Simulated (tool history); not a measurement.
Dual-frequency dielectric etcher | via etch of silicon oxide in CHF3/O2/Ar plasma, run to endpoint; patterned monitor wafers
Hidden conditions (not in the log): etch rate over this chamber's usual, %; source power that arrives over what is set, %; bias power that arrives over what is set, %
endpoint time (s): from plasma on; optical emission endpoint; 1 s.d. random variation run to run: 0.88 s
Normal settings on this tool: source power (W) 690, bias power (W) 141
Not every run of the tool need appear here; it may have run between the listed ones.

| run | hour | source power (W) | bias power (W) | wafers since the last listed run | hours since the last wet clean | hours since the last source power generator calibration | hours since the last bias power generator calibration | hours since the last upper electrode change | incoming incoming film thickness, nm | endpoint time (s) |
|---|---|---|---|---|---|---|---|---|---|---|
| 1 | 0.0 | 690 | 132 | 0 | 312.3 | 1366.9 | 1068.5 | 1909.8 | 588.9 | 301.0 |
| 2 | 26.9 | 690 | 129 | 107 | 339.2 | 1393.8 | 1095.4 | 1936.7 | 585.2 | 300.3 |
| 3 | 208.8 | 690 | 124 | 727 | 521.1 | 1575.7 | 1277.3 | 2118.6 | 588.3 | 304.5 |
| 4 | 254.9 | 690 | 141 | 184 | 567.2 | 1621.8 | 1323.4 | 2164.7 | 590.7 | 294.0 |
|  | 334.1 | wet clean of the chamber |
| 5 | 334.6 | 690 | 141 | 222 | 0.5 | 1701.5 | 1403.1 | 2244.4 | 589.8 | 299.9 |
| 6 | 352.6 | 690 | 141 | 71 | 18.5 | 1719.5 | 1421.1 | 2262.4 | 590.2 | 299.7 |
| 7 | 419.5 | 810 | 154 | 267 | 85.4 | 1786.4 | 1488.0 | 2329.3 | 589.3 | 266.8 |
| 8 | 468.0 | 810 | 154 | 193 | 133.9 | 1834.9 | 1536.5 | 2377.8 | 598.2 | 269.3 |
|  | 537.0 | upper electrode replaced |
| 9 | 537.8 | 790 | 109 | 183 | 203.7 | 1904.7 | 1606.3 | 0.8 | 585.7 | 298.9 |
|  | 563.7 | bias power generator calibrated |
| 10 | 573.9 | 840 | 152 | 128 | 239.8 | 1940.8 | 10.2 | 36.9 | 589.5 | 261.1 |
|  | 589.4 | source power generator calibrated |
| 11 | 639.6 | 690 | 141 | 246 | 305.5 | 50.2 | 75.9 | 102.6 | 589.4 | 290.6 |
| 12 | 693.8 | 780 | 156 | 216 | 359.7 | 104.4 | 130.1 | 156.8 | 590.5 | 264.0 |
| 13 | 735.2 | 690 | 141 | 165 | 401.1 | 145.8 | 171.5 | 198.2 | 587.3 | 289.0 |
| 14 | 795.9 | 570 | 124 | 242 | 461.8 | 206.5 | 232.2 | 258.9 | 587.2 | 332.6 |
| 15 | 838.9 | 550 | 156 | 171 | 504.8 | 249.5 | 275.2 | 301.9 | 583.8 | 314.3 |
| 16 | 865.8 | 570 | 124 | 107 | 531.7 | 276.4 | 302.1 | 328.8 | 588.5 | 335.4 |

Below are 5 alternative next runs, each starting from the tool's condition after run 16. Predict each:
| A | 866.3 | 690 | 141 | 1 | 532.2 | 276.9 | 302.6 | 329.3 | 589.0 | ? |
| B | 866.3 | 840 | 118 | 1 | 532.2 | 276.9 | 302.6 | 329.3 | 589.0 | ? |
| C | 866.3 | 800 | 111 | 1 | 532.2 | 276.9 | 302.6 | 329.3 | 589.0 | ? |
| D | 866.3 | 690 | 153 | 1 | 532.2 | 276.9 | 302.6 | 329.3 | 589.0 | ? |
| E | 866.3 | 790 | 166 | 1 | 532.2 | 276.9 | 302.6 | 329.3 | 589.0 | ? |

| run | endpoint time (s) |
|---|---|
| A | 289.3 |
| B | 275.8 |
| C | 288.0 |
| D | 281.8 |
| E | 255.8 |
Had the tool no hidden state, the same runs would have come out as:
| run | endpoint time (s) |
|---|---|
| A | 293.3 |
| B | 279.6 |
| C | 292.0 |
| D | 285.7 |
| E | 259.3 |
